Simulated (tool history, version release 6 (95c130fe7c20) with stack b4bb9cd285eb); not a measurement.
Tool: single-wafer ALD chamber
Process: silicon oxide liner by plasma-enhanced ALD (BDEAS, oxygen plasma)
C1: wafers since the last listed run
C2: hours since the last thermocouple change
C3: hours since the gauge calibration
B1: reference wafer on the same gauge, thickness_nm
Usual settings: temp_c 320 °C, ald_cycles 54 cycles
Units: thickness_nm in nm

Run 1, day 0.000: usual settings; C1 0; C2 1649.3; C3 219.8; B1 4.441. Result: thickness_nm 5.506 nm.
Run 2, day 0.533: usual settings; C1 105; C2 1662.1; C3 232.6; B1 4.442. Result: thickness_nm 5.541 nm.
Run 3, day 1.425: usual settings but temp_c 310 °C; C1 176; C2 1683.5; C3 254.0; B1 4.442. Result: thickness_nm 5.586 nm.
Run 4, day 2.008: usual settings but temp_c 310 °C; C1 115; C2 1697.5; C3 268.0; B1 4.438. Result: thickness_nm 5.598 nm.
Run 5, day 2.829: usual settings but temp_c 310 °C; C1 162; C2 1717.2; C3 287.7; B1 4.445. Result: thickness_nm 5.576 nm.
Run 6, day 4.146: usual settings but temp_c 329 °C, ald_cycles 58 cycles; C1 260; C2 1748.8; C3 319.3; B1 4.442. Result: thickness_nm 5.873 nm.
Run 7, day 4.971: usual settings but temp_c 329 °C, ald_cycles 58 cycles; C1 163; C2 1768.6; C3 339.1; B1 4.440. Result: thickness_nm 5.900 nm.
Run 8, day 5.808: usual settings but temp_c 329 °C, ald_cycles 58 cycles; C1 165; C2 1788.7; C3 359.2; B1 4.440. Result: thickness_nm 5.894 nm.
Run 9, day 6.729: usual settings; C1 182; C2 1810.8; C3 381.3; B1 4.439. Result: thickness_nm 5.519 nm.
Run 10, day 7.246: usual settings; C1 102; C2 1823.2; C3 393.7; B1 4.441. Result: thickness_nm 5.517 nm.
Run 11, day 8.729: usual settings but ald_cycles 58 cycles; C1 293; C2 1858.8; C3 429.3; B1 4.440. Result: thickness_nm 5.944 nm.
Run 12, day 9.621: usual settings; C1 176; C2 1880.2; C3 450.7; B1 4.438. Result: thickness_nm 5.530 nm.
Run 13, day 10.654: usual settings; C1 204; C2 1905.0; C3 475.5; B1 4.439. Result: thickness_nm 5.530 nm.
Run 14, day 11.854: usual settings but temp_c 330 °C, ald_cycles 47 cycles; C1 237; C2 1933.8; C3 504.3; B1 4.441. Result: thickness_nm 4.752 nm.
Run 15, day 14.371: usual settings; C1 497; C2 1994.2; C3 564.7; B1 4.439. Result: thickness_nm 5.525 nm.
Run 16, day 14.967: usual settings; C1 117; C2 2008.5; C3 579.0; B1 4.439. Result: thickness_nm 5.543 nm.
Run 17, day 16.217: usual settings; C1 247; C2 2038.5; C3 609.0; B1 4.444. Result: thickness_nm 5.527 nm.
Run 18, day 17.167: usual settings; C1 187; C2 2061.3; C3 631.8; B1 4.440. Result: thickness_nm 5.550 nm.
Run 19, day 17.988: usual settings; C1 162; C2 2081.0; C3 651.5; B1 4.442. Result: thickness_nm 5.529 nm.
Run 20, day 18.625: usual settings; C1 126; C2 2096.3; C3 666.8; B1 4.439. Result: thickness_nm 5.539 nm.
Run 21, day 19.604: usual settings but ald_cycles 46 cycles; C1 193; C2 2119.8; C3 690.3; B1 4.446. Result: thickness_nm 4.742 nm.
Run 22, day 20.950: usual settings but temp_c 310 °C, ald_cycles 43 cycles; C1 266; C2 2152.1; C3 722.6; B1 4.438. Result: thickness_nm 4.478 nm.
Run 23, day 22.333: usual settings; C1 273; C2 2185.3; C3 755.8; B1 4.438. Result: thickness_nm 5.541 nm.
Run 24, day 23.267: usual settings but temp_c 315 °C, ald_cycles 45 cycles; C1 184; C2 2207.7; C3 778.2; B1 4.440. Result: thickness_nm 4.633 nm.
Run 25, day 24.604: usual settings; C1 264; C2 2239.8; C3 810.3; B1 4.439. Result: thickness_nm 5.514 nm.
At day 26.725: gauge calibrated.
Run 26, day 27.667: usual settings; C1 606; C2 2313.3; C3 22.6; B1 4.443. Result: thickness_nm 5.538 nm.
Run 27, day 28.933: usual settings but ald_cycles 51 cycles; C1 250; C2 2343.7; C3 53.0; B1 4.441. Result: thickness_nm 5.220 nm.
Run 28, day 29.917: usual settings but temp_c 309 °C, ald_cycles 61 cycles; C1 194; C2 2367.3; C3 76.6; B1 4.444. Result: thickness_nm 6.332 nm.
At day 31.104: thermocouple changed; heater temperature recalibrated.
Run 29, day 31.125: usual settings but ald_cycles 44 cycles; C1 173; C2 0.5; C3 105.6; B1 4.439. Result: thickness_nm 4.506 nm.
Run 30, day 33.542: usual settings but temp_c 307 °C, ald_cycles 44 cycles; C1 478; C2 58.5; C3 163.6; B1 4.443. Result: thickness_nm 4.574 nm.
Run 31, day 34.929: usual settings but temp_c 306 °C; C1 274; C2 91.8; C3 196.9; B1 4.442. Result: thickness_nm 5.644 nm.
Run 32, day 35.450: usual settings but ald_cycles 60 cycles; C1 103; C2 104.3; C3 209.4; B1 4.438. Result: thickness_nm 6.126 nm.
Run 33, day 36.654: usual settings but temp_c 315 °C, ald_cycles 65 cycles; C1 238; C2 133.2; C3 238.3; B1 4.442. Result: thickness_nm 6.718 nm.
Run 34, day 37.158: usual settings but temp_c 307 °C, ald_cycles 45 cycles; C1 99; C2 145.3; C3 250.4; B1 4.436. Result: thickness_nm 4.706 nm.
Run 35, day 38.342: usual settings but temp_c 334 °C, ald_cycles 62 cycles; C1 234; C2 173.7; C3 278.8; B1 4.434. Result: thickness_nm 6.249 nm.
Run 36, day 39.562: usual settings but temp_c 310 °C, ald_cycles 43 cycles; C1 241; C2 203.0; C3 308.1; B1 4.442. Result: thickness_nm 4.447 nm.
Run 37, day 40.529: usual settings; C1 191; C2 226.2; C3 331.3; B1 4.442. Result: thickness_nm 5.539 nm.
Run 38, day 41.121: usual settings but temp_c 314 °C, ald_cycles 65 cycles; C1 117; C2 240.4; C3 345.5; B1 4.444. Result: thickness_nm 6.719 nm.
Run 39, day 42.088: usual settings but ald_cycles 48 cycles; C1 191; C2 263.6; C3 368.7; B1 4.440. Result: thickness_nm 4.924 nm.
Run 40, day 43.221: usual settings but temp_c 310 °C, ald_cycles 48 cycles; C1 224; C2 290.8; C3 395.9; B1 4.442. Result: thickness_nm 5.006 nm.

4 ways to go on from here, each from the tool as it stands after run 40. What would each give?
Run A, day 43.242: usual settings; C1 4; C2 291.3; C3 396.4; B1 ?. Result: thickness_nm ?.
Run B, day 43.242: usual settings but temp_c 309 °C; C1 4; C2 291.3; C3 396.4; B1 ?. Result: thickness_nm ?.
Run C, day 43.242: usual settings but temp_c 330 °C; C1 4; C2 291.3; C3 396.4; B1 ?. Result: thickness_nm ?.
Run D, day 43.242: usual settings but ald_cycles 47 cycles; C1 4; C2 291.3; C3 396.4; B1 ?. Result: thickness_nm ?.

run     B1  thickness_nm
  A  4.443         5.525
  B  4.443         5.602
  C  4.443         5.455
  D  4.443         4.809
Without the tool's hidden state the same runs would have given:
run  thickness_nm
  A         5.525
  B         5.602
  C         5.455
  D         4.809

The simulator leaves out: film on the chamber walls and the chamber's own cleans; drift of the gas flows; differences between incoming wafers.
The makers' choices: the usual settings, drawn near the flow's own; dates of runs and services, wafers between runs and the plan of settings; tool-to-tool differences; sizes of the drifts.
